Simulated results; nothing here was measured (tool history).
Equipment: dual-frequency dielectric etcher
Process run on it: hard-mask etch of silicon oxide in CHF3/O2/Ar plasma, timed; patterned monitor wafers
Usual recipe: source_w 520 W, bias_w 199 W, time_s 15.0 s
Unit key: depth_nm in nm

run	hour	source_w	bias_w	time_s	wafers since the last listed run	hours since the last wet clean	hours since the last source power generator calibration	hours since the last bias power generator calibration	hours since the last upper electrode change	hours since the gauge calibration	read-back reference wafer on the same gauge, depth_nm	depth_nm
1	0.0	520	199	15.0	0	118.9	54.6	2946.3	0.5	1265.6	31.01	30.52
2	8.0	520	199	15.0	96	126.9	62.6	2954.3	8.5	1273.6	30.99	30.55
3	32.4	520	199	18.5	295	151.3	87.0	2978.7	32.9	1298.0	30.98	37.58
4	46.4	520	199	18.5	169	165.3	101.0	2992.7	46.9	1312.0	31.02	37.32
5	81.1	520	199	18.5	419	200.0	135.7	3027.4	81.6	1346.7	31.00	37.18
# hour 92.7: gauge calibrated
# hour 113.8: bias power generator calibrated
6	114.3	520	199	15.0	353	233.2	168.9	0.5	114.8	21.6	31.01	30.13
7	147.0	520	199	15.0	395	265.9	201.6	33.2	147.5	54.3	30.96	30.09
8	164.6	520	199	15.0	212	283.5	219.2	50.8	165.1	71.9	31.00	29.84
# hour 220.1: wet clean of the chamber
9	220.6	520	199	15.0	386	0.5	275.2	106.8	221.1	127.9	31.00	30.74
10	234.1	520	199	15.0	163	14.0	288.7	120.3	234.6	141.4	30.98	30.79
11	265.4	480	199	19.0	378	45.3	320.0	151.6	265.9	172.7	30.96	37.84
12	295.7	520	152	15.0	366	75.6	350.3	181.9	296.2	203.0	31.03	27.92
13	310.7	520	199	15.0	181	90.6	365.3	196.9	311.2	218.0	30.96	30.59
14	345.6	470	230	12.5	422	125.5	400.2	231.8	346.1	252.9	30.98	25.75
15	383.3	590	199	15.0	455	163.2	437.9	269.5	383.8	290.6	30.99	31.86
16	402.1	520	199	13.5	227	182.0	456.7	288.3	402.6	309.4	31.01	27.25
17	435.8	640	166	16.5	407	215.7	490.4	322.0	436.3	343.1	31.00	33.64
18	456.1	460	249	18.0	245	236.0	510.7	342.3	456.6	363.4	31.02	37.40
19	486.3	520	244	18.0	365	266.2	540.9	372.5	486.8	393.6	31.01	38.70
20	554.2	520	199	15.0	821	334.1	608.8	440.4	554.7	461.5	31.00	29.71
21	573.2	520	247	15.0	229	353.1	627.8	459.4	573.7	480.5	30.98	32.05
# hour 597.6: wet clean of the chamber
22	600.6	520	199	15.0	41	3.0	655.2	486.8	601.1	507.9	31.00	30.93
23	631.1	520	199	15.0	368	33.5	685.7	517.3	631.6	538.4	31.03	30.72
24	644.3	460	199	10.5	159	46.7	698.9	530.5	644.8	551.6	30.95	20.47
25	657.8	520	231	19.0	163	60.2	712.4	544.0	658.3	565.1	30.98	40.77
26	680.0	580	223	18.5	268	82.4	734.6	566.2	680.5	587.3	30.99	40.57
27	709.7	410	233	11.0	359	112.1	764.3	595.9	710.2	617.0	30.99	21.46
28	743.7	520	199	13.0	411	146.1	798.3	629.9	744.2	651.0	30.96	26.39
29	767.5	460	249	18.0	287	169.9	822.1	653.7	768.0	674.8	31.02	37.36
30	852.4	520	199	15.0	1026	254.8	907.0	738.6	852.9	759.7	31.03	29.97

Predict each of these 4 candidate next runs independently; none follows another, all start after run 30:
A	852.8	520	199	18.0	4	255.2	907.4	739.0	853.3	760.1	?	?
B	852.8	460	215	16.5	4	255.2	907.4	739.0	853.3	760.1	?	?
C	852.8	630	230	15.0	4	255.2	907.4	739.0	853.3	760.1	?	?
D	852.8	490	156	11.5	4	255.2	907.4	739.0	853.3	760.1	?	?

run	read-back reference wafer on the same gauge, depth_nm	depth_nm
A	30.98	35.95
B	30.98	32.38
C	30.98	33.64
D	30.98	20.82
Take away the tool's hidden state, keep each run's random variation, and the runs would have read:
run	depth_nm
A	37.03
B	33.35
C	34.65
D	21.45
